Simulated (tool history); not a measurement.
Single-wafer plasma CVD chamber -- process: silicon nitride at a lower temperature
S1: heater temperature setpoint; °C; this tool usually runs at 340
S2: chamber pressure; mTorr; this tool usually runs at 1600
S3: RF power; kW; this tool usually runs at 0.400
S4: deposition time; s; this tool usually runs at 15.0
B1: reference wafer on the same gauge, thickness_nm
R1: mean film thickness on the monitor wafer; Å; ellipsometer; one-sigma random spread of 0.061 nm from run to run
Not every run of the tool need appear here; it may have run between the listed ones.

run,hour,S1,S2,S3,S4,B1,R1
1,0.0,340,1600,0.400,16.8,22.079,221.24
2,34.3,340,1600,0.400,16.8,22.046,221.12
3,100.5,340,1600,0.400,15.0,22.005,196.86
4,137.7,340,1600,0.400,15.0,21.997,196.46
5,174.6,340,1600,0.400,16.4,21.979,215.21
6,219.0,330,1330,0.400,15.0,21.940,188.57
7,244.0,330,1330,0.400,15.0,21.914,189.26
8,278.0,330,1330,0.400,15.0,21.906,189.17
9,337.8,332,1890,0.400,15.0,21.880,203.35
# hour 361.9: RF generator calibrated
# hour 384.1: gauge calibrated
# hour 387.2: thermocouple changed; heater temperature recalibrated
10,387.7,332,1890,0.400,15.0,22.644,209.73
# hour 405.5: capacitance manometer re-zeroed and calibrated
11,455.3,332,1890,0.400,15.0,22.610,210.06
12,528.1,340,1600,0.400,15.0,22.546,201.41
13,553.1,330,1600,0.365,17.1,22.526,217.37
14,593.6,340,1600,0.460,15.9,22.495,231.40
15,644.5,340,1600,0.400,15.0,22.489,202.05
16,691.9,349,1600,0.360,15.0,22.445,187.16
17,732.9,340,1370,0.465,16.2,22.405,227.09
# hour 765.3: showerhead replaced
18,796.0,330,1600,0.365,17.1,22.385,216.11
19,865.9,340,1600,0.400,15.0,22.342,199.60
20,921.0,340,1600,0.400,15.0,22.311,199.06
21,982.2,327,1900,0.345,13.4,22.260,169.58
22,1049.2,340,1800,0.400,15.0,22.223,203.13
23,1074.8,327,1600,0.355,15.0,22.199,184.83
24,1104.0,340,1600,0.380,12.1,22.196,155.23
25,1160.1,340,1440,0.470,16.6,22.144,235.43

Each row is a separate what-if for the run after 25, all from the same tool condition, not one after another. Results?
A,1160.5,340,1600,0.400,15.0,?,?
B,1160.5,351,1600,0.400,12.3,?,?
C,1160.5,340,1370,0.400,17.5,?,?

run,B1,R1
A,22.146,196.41
B,22.146,160.54
C,22.146,221.58
Take away the tool's hidden state, keep each run's random variation, and the runs would have read:
run,R1
A,200.38
B,163.78
C,226.06
